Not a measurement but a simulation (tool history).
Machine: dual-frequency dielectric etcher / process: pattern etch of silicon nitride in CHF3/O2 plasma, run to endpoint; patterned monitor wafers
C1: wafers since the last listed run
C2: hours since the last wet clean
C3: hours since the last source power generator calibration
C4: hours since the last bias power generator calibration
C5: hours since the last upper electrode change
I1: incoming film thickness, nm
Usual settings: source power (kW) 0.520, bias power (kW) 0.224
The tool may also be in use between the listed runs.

{"run": 1, "hour": 0.0, "source power (kW)": 0.52, "bias power (kW)": 0.224, "C1": 0, "C2": 153.1, "C3": 2904.6, "C4": 3567.5, "C5": 2395.7, "I1": 53.2, "endpoint time (s)": 35.5}
{"run": 2, "hour": 25.2, "source power (kW)": 0.52, "bias power (kW)": 0.239, "C1": 334, "C2": 178.3, "C3": 2929.8, "C4": 3592.7, "C5": 2420.9, "I1": 53.7, "endpoint time (s)": 35.0}
{"run": 3, "hour": 41.2, "source power (kW)": 0.52, "bias power (kW)": 0.224, "C1": 212, "C2": 194.3, "C3": 2945.8, "C4": 3608.7, "C5": 2436.9, "I1": 53.8, "endpoint time (s)": 36.0}
{"run": 4, "hour": 65.5, "source power (kW)": 0.52, "bias power (kW)": 0.224, "C1": 322, "C2": 218.6, "C3": 2970.1, "C4": 3633.0, "C5": 2461.2, "I1": 53.6, "endpoint time (s)": 35.8}
{"run": 5, "hour": 82.8, "source power (kW)": 0.52, "bias power (kW)": 0.224, "C1": 229, "C2": 235.9, "C3": 2987.4, "C4": 3650.3, "C5": 2478.5, "I1": 53.2, "endpoint time (s)": 35.6}
{"run": 6, "hour": 107.6, "source power (kW)": 0.52, "bias power (kW)": 0.259, "C1": 329, "C2": 260.7, "C3": 3012.2, "C4": 3675.1, "C5": 2503.3, "I1": 53.4, "endpoint time (s)": 34.0}
{"run": 7, "hour": 134.4, "source power (kW)": 0.52, "bias power (kW)": 0.259, "C1": 356, "C2": 287.5, "C3": 3039.0, "C4": 3701.9, "C5": 2530.1, "I1": 53.4, "endpoint time (s)": 33.9}
{"run": 8, "hour": 147.0, "source power (kW)": 0.52, "bias power (kW)": 0.224, "C1": 167, "C2": 300.1, "C3": 3051.6, "C4": 3714.5, "C5": 2542.7, "I1": 53.4, "endpoint time (s)": 35.8}
{"run": 9, "hour": 175.1, "source power (kW)": 0.52, "bias power (kW)": 0.224, "C1": 373, "C2": 328.2, "C3": 3079.7, "C4": 3742.6, "C5": 2570.8, "I1": 53.6, "endpoint time (s)": 36.2}
{"run": 10, "hour": 188.2, "source power (kW)": 0.52, "bias power (kW)": 0.224, "C1": 174, "C2": 341.3, "C3": 3092.8, "C4": 3755.7, "C5": 2583.9, "I1": 53.6, "endpoint time (s)": 36.2}
{"run": 11, "hour": 204.7, "source power (kW)": 0.52, "bias power (kW)": 0.224, "C1": 219, "C2": 357.8, "C3": 3109.3, "C4": 3772.2, "C5": 2600.4, "I1": 53.9, "endpoint time (s)": 36.4}
{"run": 12, "hour": 223.4, "source power (kW)": 0.52, "bias power (kW)": 0.224, "C1": 248, "C2": 376.5, "C3": 3128.0, "C4": 3790.9, "C5": 2619.1, "I1": 53.4, "endpoint time (s)": 36.0}
{"run": 13, "hour": 240.7, "source power (kW)": 0.52, "bias power (kW)": 0.224, "C1": 229, "C2": 393.8, "C3": 3145.3, "C4": 3808.2, "C5": 2636.4, "I1": 53.5, "endpoint time (s)": 36.2}
{"run": 14, "hour": 267.1, "source power (kW)": 0.57, "bias power (kW)": 0.25, "C1": 350, "C2": 420.2, "C3": 3171.7, "C4": 3834.6, "C5": 2662.8, "I1": 53.8, "endpoint time (s)": 34.1}
{"run": 15, "hour": 295.7, "source power (kW)": 0.47, "bias power (kW)": 0.224, "C1": 380, "C2": 448.8, "C3": 3200.3, "C4": 3863.2, "C5": 2691.4, "I1": 53.5, "endpoint time (s)": 37.1}
{"run": 16, "hour": 313.7, "source power (kW)": 0.42, "bias power (kW)": 0.27, "C1": 239, "C2": 466.8, "C3": 3218.3, "C4": 3881.2, "C5": 2709.4, "I1": 53.1, "endpoint time (s)": 35.6}
{"run": 17, "hour": 339.5, "source power (kW)": 0.43, "bias power (kW)": 0.224, "C1": 342, "C2": 492.6, "C3": 3244.1, "C4": 3907.0, "C5": 2735.2, "I1": 53.4, "endpoint time (s)": 38.1}
{"hour": 363.3, "done": "source power generator calibrated"}
{"run": 18, "hour": 365.6, "source power (kW)": 0.47, "bias power (kW)": 0.186, "C1": 293, "C2": 518.7, "C3": 2.3, "C4": 3933.1, "C5": 2761.3, "I1": 53.3, "endpoint time (s)": 40.3}
{"run": 19, "hour": 398.8, "source power (kW)": 0.52, "bias power (kW)": 0.224, "C1": 441, "C2": 551.9, "C3": 35.5, "C4": 3966.3, "C5": 2794.5, "I1": 53.8, "endpoint time (s)": 36.5}
{"hour": 427.4, "done": "wet clean of the chamber"}
{"hour": 434.8, "done": "upper electrode replaced"}
{"run": 20, "hour": 435.3, "source power (kW)": 0.57, "bias power (kW)": 0.208, "C1": 66, "C2": 7.9, "C3": 72.0, "C4": 4002.8, "C5": 0.5, "I1": 53.6, "endpoint time (s)": 35.6}
{"run": 21, "hour": 442.4, "source power (kW)": 0.6, "bias power (kW)": 0.224, "C1": 94, "C2": 15.0, "C3": 79.1, "C4": 4009.9, "C5": 7.6, "I1": 53.5, "endpoint time (s)": 34.1}
{"run": 22, "hour": 457.8, "source power (kW)": 0.56, "bias power (kW)": 0.224, "C1": 204, "C2": 30.4, "C3": 94.5, "C4": 4025.3, "C5": 23.0, "I1": 53.6, "endpoint time (s)": 34.7}
{"run": 23, "hour": 479.6, "source power (kW)": 0.52, "bias power (kW)": 0.224, "C1": 289, "C2": 52.2, "C3": 116.3, "C4": 4047.1, "C5": 44.8, "I1": 52.8, "endpoint time (s)": 34.9}
{"run": 24, "hour": 506.3, "source power (kW)": 0.41, "bias power (kW)": 0.191, "C1": 354, "C2": 78.9, "C3": 143.0, "C4": 4073.8, "C5": 71.5, "I1": 53.2, "endpoint time (s)": 40.1}
{"hour": 532.1, "done": "bias power generator calibrated"}
{"run": 25, "hour": 608.6, "source power (kW)": 0.52, "bias power (kW)": 0.224, "C1": 1306, "C2": 181.2, "C3": 245.3, "C4": 76.5, "C5": 173.8, "I1": 52.9, "endpoint time (s)": 35.3}
{"run": 26, "hour": 637.5, "source power (kW)": 0.48, "bias power (kW)": 0.274, "C1": 384, "C2": 210.1, "C3": 274.2, "C4": 105.4, "C5": 202.7, "I1": 53.8, "endpoint time (s)": 33.8}
{"run": 27, "hour": 667.1, "source power (kW)": 0.64, "bias power (kW)": 0.197, "C1": 393, "C2": 239.7, "C3": 303.8, "C4": 135.0, "C5": 232.3, "I1": 54.0, "endpoint time (s)": 36.0}

Take each entry between the runs: how does the hidden state at the last listed run before it differ from the hidden state at the first listed run after it?
After run 17, before run 18: source power generator calibrated (hour 363.3)
  etch rate over this chamber's usual, %: -2.99 -> -3.14
  measured minus no-state result, endpoint time (s): +1.1 -> +1.3
After run 19, before run 20: wet clean of the chamber (hour 427.4); upper electrode replaced (hour 434.8)
  etch rate over this chamber's usual, %: -3.33 -> -0.0919
  measured minus no-state result, endpoint time (s): +1.2 -> +0.0
After run 24, before run 25: bias power generator calibrated (hour 532.1)
  etch rate over this chamber's usual, %: -0.492 -> -1.07
  measured minus no-state result, endpoint time (s): +0.2 -> +0.4
